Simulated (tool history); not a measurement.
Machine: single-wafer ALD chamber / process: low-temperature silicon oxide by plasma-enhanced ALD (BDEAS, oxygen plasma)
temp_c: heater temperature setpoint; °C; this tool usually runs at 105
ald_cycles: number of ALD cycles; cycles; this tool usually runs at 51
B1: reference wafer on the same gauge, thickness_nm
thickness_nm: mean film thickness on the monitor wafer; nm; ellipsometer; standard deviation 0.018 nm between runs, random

run 1 hour=0.0 | temp_c=105 ald_cycles=51 | B1=8.490 | thickness_nm=7.228
run 2 hour=13.5 | temp_c=105 ald_cycles=51 | B1=8.494 | thickness_nm=7.231
run 3 hour=43.9 | temp_c=105 ald_cycles=51 | B1=8.497 | thickness_nm=7.266
run 4 hour=78.2 | temp_c=105 ald_cycles=51 | B1=8.512 | thickness_nm=7.281
run 5 hour=114.1 | temp_c=105 ald_cycles=51 | B1=8.525 | thickness_nm=7.288
run 6 hour=134.9 | temp_c=105 ald_cycles=59 | B1=8.530 | thickness_nm=8.456
run 7 hour=164.4 | temp_c=105 ald_cycles=59 | B1=8.547 | thickness_nm=8.449
run 8 hour=179.3 | temp_c=105 ald_cycles=59 | B1=8.556 | thickness_nm=8.447
run 9 hour=213.9 | temp_c=105 ald_cycles=45 | B1=8.573 | thickness_nm=6.466
run 10 hour=245.0 | temp_c=105 ald_cycles=45 | B1=8.591 | thickness_nm=6.466
run 11 hour=264.2 | temp_c=105 ald_cycles=51 | B1=8.603 | thickness_nm=7.320
run 12 hour=281.1 | temp_c=95 ald_cycles=47 | B1=8.615 | thickness_nm=7.004
run 13 hour=303.7 | temp_c=92 ald_cycles=46 | B1=8.635 | thickness_nm=6.940
-- hour=315.1 gauge calibrated
run 14 hour=318.6 | temp_c=97 ald_cycles=59 | B1=8.446 | thickness_nm=8.506
run 15 hour=332.8 | temp_c=105 ald_cycles=51 | B1=8.443 | thickness_nm=7.207
-- hour=345.1 thermocouple changed; heater temperature recalibrated
run 16 hour=345.5 | temp_c=96 ald_cycles=57 | B1=8.450 | thickness_nm=8.279
run 17 hour=376.4 | temp_c=105 ald_cycles=59 | B1=8.451 | thickness_nm=8.336
run 18 hour=399.8 | temp_c=110 ald_cycles=51 | B1=8.448 | thickness_nm=7.161
run 19 hour=430.8 | temp_c=105 ald_cycles=47 | B1=8.456 | thickness_nm=6.646
run 20 hour=447.6 | temp_c=98 ald_cycles=42 | B1=8.459 | thickness_nm=6.023
run 21 hour=460.4 | temp_c=115 ald_cycles=56 | B1=8.462 | thickness_nm=7.784

For each run, what was the tool's unlogged condition?
wafer temperature above the value expected at the setpoint (K): 0 across all the runs
H1: gauge reads high (%)
run=1 H1=0.46
run=2 H1=0.497
run=3 H1=0.594
run=4 H1=0.726
run=5 H1=0.888
run=6 H1=0.994
run=7 H1=1.16
run=8 H1=1.25
run=9 H1=1.47
run=10 H1=1.69
run=11 H1=1.84
run=12 H1=1.98
run=13 H1=2.17
run=14 H1=-0.0553
run=15 H1=-0.0523
run=16 H1=-0.0463
run=17 H1=-0.0184
run=18 H1=0.0153
run=19 H1=0.0765
run=20 H1=0.118
run=21 H1=0.153
